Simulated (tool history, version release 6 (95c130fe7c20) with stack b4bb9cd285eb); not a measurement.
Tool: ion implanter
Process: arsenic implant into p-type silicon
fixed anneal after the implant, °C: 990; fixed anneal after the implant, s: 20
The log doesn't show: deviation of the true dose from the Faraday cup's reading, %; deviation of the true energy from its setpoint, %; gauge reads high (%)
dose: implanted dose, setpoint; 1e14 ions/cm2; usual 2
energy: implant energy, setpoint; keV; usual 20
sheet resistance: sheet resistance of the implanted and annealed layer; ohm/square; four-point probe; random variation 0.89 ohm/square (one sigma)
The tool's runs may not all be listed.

| run | hour | dose | energy | wafers since the last listed run | hours since the last dose calibration | hours since the extraction supply was calibrated | hours since the gauge calibration | read-back reference wafer on the same gauge, sheet resistance | sheet resistance |
|---|---|---|---|---|---|---|---|---|---|
| 1 | 0 | 2 | 18.5 | 0 | 170 | 2691.5 | 305.7 | 455.73 | 422.5 |
| 2 | 28.4 | 2 | 18.5 | 544 | 198.4 | 2719.9 | 334.1 | 455.94 | 421.63 |
| 3 | 54.2 | 2 | 18.5 | 494 | 224.2 | 2745.7 | 359.9 | 456.04 | 420.25 |
| 4 | 93.7 | 1.55 | 20 | 756 | 263.7 | 2785.2 | 399.4 | 456.07 | 503.07 |
| 5 | 121.2 | 1.55 | 20 | 526 | 291.2 | 2812.7 | 426.9 | 456.07 | 502.24 |
| 6 | 151.8 | 1.55 | 20 | 586 | 321.8 | 2843.3 | 457.5 | 455.9 | 502.19 |
| 7 | 206.6 | 2 | 20 | 1049 | 376.6 | 2898.1 | 512.3 | 456.08 | 416.93 |
| 8 | 246.7 | 2 | 20 | 768 | 416.7 | 2938.2 | 552.4 | 456.11 | 414.19 |
| 9 | 311.7 | 2.4 | 20 | 1245 | 481.7 | 3003.2 | 617.4 | 455.99 | 362.12 |
| 10 | 354.2 | 2.4 | 20 | 814 | 524.2 | 3045.7 | 659.9 | 456.08 | 362.01 |
| 11 | 406.7 | 2.4 | 20 | 1005 | 576.7 | 3098.2 | 712.4 | 456 | 361.47 |
| 12 | 462.9 | 2 | 20 | 1076 | 632.9 | 3154.4 | 768.6 | 455.99 | 415.25 |
| 13 | 496.9 | 2 | 20 | 651 | 666.9 | 3188.4 | 802.6 | 455.97 | 414.18 |
| 14 | 533.3 | 1.68 | 14.5 | 697 | 703.3 | 3224.8 | 839 | 456.07 | 491.64 |
|  | 546 | extraction supply calibrated |
| 15 | 600.3 | 2 | 20 | 1130 | 770.3 | 54.3 | 906 | 455.97 | 413.53 |
| 16 | 667.1 | 1.51 | 17 | 1279 | 837.1 | 121.1 | 972.8 | 456.01 | 521.6 |
| 17 | 733.7 | 2 | 20 | 1275 | 903.7 | 187.7 | 1039.4 | 456.02 | 414.84 |
| 18 | 769.2 | 2.59 | 14 | 680 | 939.2 | 223.2 | 1074.9 | 456.02 | 356.89 |
|  | 777.7 | gauge calibrated |
| 19 | 826 | 2.6 | 20 | 1088 | 996 | 280 | 48.3 | 456.02 | 339.22 |
| 20 | 879.6 | 2.49 | 25 | 1026 | 1049.6 | 333.6 | 101.9 | 455.81 | 338.66 |
| 21 | 912.8 | 2 | 18 | 636 | 1082.8 | 366.8 | 135.1 | 456 | 419.23 |
|  | 956.4 | Faraday cup replaced and dose calibrated |
| 22 | 971.3 | 1.83 | 24 | 967 | 14.9 | 425.3 | 193.6 | 456.05 | 437.79 |
| 23 | 1032.4 | 2 | 20 | 1170 | 76 | 486.4 | 254.7 | 456.14 | 419.24 |
| 24 | 1205.5 | 1.58 | 20 | 3316 | 249.1 | 659.5 | 427.8 | 456.15 | 493.82 |
| 25 | 1375.3 | 2 | 20 | 3252 | 418.9 | 829.3 | 597.6 | 456.03 | 413.89 |
| 26 | 1419.8 | 1.77 | 24 | 852 | 463.4 | 873.8 | 642.1 | 455.79 | 442.84 |

5 ways to go on from here, each from the tool as it stands after run 26. What would each give?
| A | 1420.2 | 2 | 20 | 7 | 463.8 | 874.2 | 642.5 | ? | ? |
| B | 1420.2 | 2.58 | 13 | 7 | 463.8 | 874.2 | 642.5 | ? | ? |
| C | 1420.2 | 1.82 | 22.5 | 7 | 463.8 | 874.2 | 642.5 | ? | ? |
| D | 1420.2 | 1.84 | 26.5 | 7 | 463.8 | 874.2 | 642.5 | ? | ? |
| E | 1420.2 | 1.6 | 23 | 7 | 463.8 | 874.2 | 642.5 | ? | ? |

| run | read-back reference wafer on the same gauge, sheet resistance | sheet resistance |
|---|---|---|
| A | 455.84 | 416.95 |
| B | 455.84 | 363.96 |
| C | 455.84 | 439.44 |
| D | 455.84 | 425.24 |
| E | 455.84 | 481.21 |
Without the tool's hidden state the same runs would have given:
| run | sheet resistance |
|---|---|
| A | 422.77 |
| B | 369.16 |
| C | 445.51 |
| D | 431.07 |
| E | 487.79 |

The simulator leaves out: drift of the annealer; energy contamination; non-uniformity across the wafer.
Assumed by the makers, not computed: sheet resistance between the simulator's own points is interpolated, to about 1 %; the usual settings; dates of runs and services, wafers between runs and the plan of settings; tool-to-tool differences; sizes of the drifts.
